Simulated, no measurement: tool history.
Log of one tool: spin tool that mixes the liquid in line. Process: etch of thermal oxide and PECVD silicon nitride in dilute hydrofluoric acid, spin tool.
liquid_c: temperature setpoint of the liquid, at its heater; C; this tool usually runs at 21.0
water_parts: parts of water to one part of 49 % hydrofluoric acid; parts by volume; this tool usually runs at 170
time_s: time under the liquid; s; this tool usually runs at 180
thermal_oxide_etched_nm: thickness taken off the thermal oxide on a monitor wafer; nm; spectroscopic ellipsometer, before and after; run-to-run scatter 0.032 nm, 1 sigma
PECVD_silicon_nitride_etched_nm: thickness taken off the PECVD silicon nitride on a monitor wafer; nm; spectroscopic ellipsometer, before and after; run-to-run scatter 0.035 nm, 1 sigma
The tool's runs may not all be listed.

run	day	liquid_c	water_parts	time_s	read-back film thickness of the thermal oxide reference wafer, read on the same gauge (nm)	read-back film thickness of the PECVD silicon nitride reference wafer, read on the same gauge (nm)	thermal_oxide_etched_nm	PECVD_silicon_nitride_etched_nm
1	0.000	21.0	170	180	70.008	149.999	5.175	2.734
2	0.562	21.0	170	180	70.004	150.026	5.098	2.881
3	1.458	21.0	130	180	70.012	150.019	6.923	3.697
4	2.421	21.0	170	180	70.013	149.999	5.119	2.878
5	2.938	21.0	170	180	70.032	149.984	5.138	2.849
6	3.488	21.0	170	180	69.999	149.999	5.084	2.944
7	4.850	21.0	170	180	69.988	150.008	5.168	2.824
# day 4.929: thermometer replaced
# day 5.138: gauge calibrated
# day 7.875: hydrofluoric acid flow meter replaced
8	7.896	21.0	170	180	69.999	150.019	4.684	2.606
9	8.375	21.0	90	180	69.969	149.990	9.499	4.863
10	9.779	21.0	170	180	69.991	150.000	4.622	2.644
11	10.292	17.0	120	180	69.992	149.958	5.923	2.714
12	10.938	17.0	125	105	70.022	149.999	3.301	1.544
13	11.750	21.0	170	180	70.000	150.031	4.673	2.682
14	12.375	18.5	225	270	69.972	150.014	4.595	2.585
15	13.783	25.5	145	150	69.996	150.004	5.621	3.354
16	15.171	21.0	205	130	70.025	150.055	2.733	1.619

The tool's hidden state at each run:
liquid colder than its thermometer reads (K): 0 in every run
gauge reads high (%): 0 in every run
H1: hydrofluoric acid flow above the setpoint (%)
run	H1
1	9.09
2	9.24
3	9.48
4	9.74
5	9.88
6	10
7	10.4
8	0.222
9	0.351
10	0.727
11	0.865
12	1.04
13	1.26
14	1.42
15	1.8
16	2.17
